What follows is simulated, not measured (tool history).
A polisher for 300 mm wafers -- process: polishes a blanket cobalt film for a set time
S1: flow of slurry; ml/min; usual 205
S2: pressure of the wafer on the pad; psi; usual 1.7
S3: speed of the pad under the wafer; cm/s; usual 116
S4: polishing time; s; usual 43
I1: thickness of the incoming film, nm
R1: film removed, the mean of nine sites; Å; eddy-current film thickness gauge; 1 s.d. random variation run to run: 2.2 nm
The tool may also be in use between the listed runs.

run 1 day=0 | S1=205 S2=1.7 S3=116 S4=43 | I1=618 | R1=2093
run 2 day=0.871 | S1=205 S2=1.7 S3=116 S4=43 | I1=628.9 | R1=2108
run 3 day=2.083 | S1=205 S2=1.7 S3=116 S4=43 | I1=616.3 | R1=2064
-- day=2.746 worn pad replaced by a new one
run 4 day=5.533 | S1=205 S2=1.7 S3=116 S4=43 | I1=616 | R1=2082
run 5 day=6.383 | S1=205 S2=1.7 S3=116 S4=43 | I1=623.3 | R1=2082
run 6 day=7.196 | S1=205 S2=1.7 S3=116 S4=43 | I1=624.7 | R1=2085
run 7 day=8.129 | S1=205 S2=1.3 S3=116 S4=43 | I1=619.5 | R1=1649
-- day=9.721 worn pad replaced by a new one
run 8 day=12.046 | S1=205 S2=1.3 S3=116 S4=43 | I1=612.2 | R1=1677
run 9 day=13.162 | S1=205 S2=1.7 S3=116 S4=43 | I1=613.4 | R1=2114
run 10 day=14.342 | S1=205 S2=1.7 S3=116 S4=43 | I1=633.6 | R1=2133
-- day=16.129 worn pad replaced by a new one
run 11 day=17.946 | S1=205 S2=1.7 S3=116 S4=43 | I1=610.8 | R1=2103
run 12 day=19.029 | S1=205 S2=2.1 S3=116 S4=43 | I1=620.7 | R1=2543
-- day=19.908 slurry nozzle cleaned
run 13 day=20.071 | S1=150 S2=1.3 S3=80 S4=56 | I1=608.3 | R1=1819
run 14 day=20.821 | S1=205 S2=1.7 S3=116 S4=30 | I1=616 | R1=1548
-- day=22.121 head pressure recalibrated
-- day=22.212 worn pad replaced by a new one
run 15 day=22.233 | S1=235 S2=1.9 S3=144 S4=43 | I1=616 | R1=2565

Expected results for the next run?
run 16 day=23.358 | S1=205 S2=2.2 S3=134 S4=31 | I1=609.1 | R1=?

For run 16 the tool returned R1 2017 Å.
With the hidden condition absent and the run-to-run variation left alone, this run would have shown R1 2025 Å.

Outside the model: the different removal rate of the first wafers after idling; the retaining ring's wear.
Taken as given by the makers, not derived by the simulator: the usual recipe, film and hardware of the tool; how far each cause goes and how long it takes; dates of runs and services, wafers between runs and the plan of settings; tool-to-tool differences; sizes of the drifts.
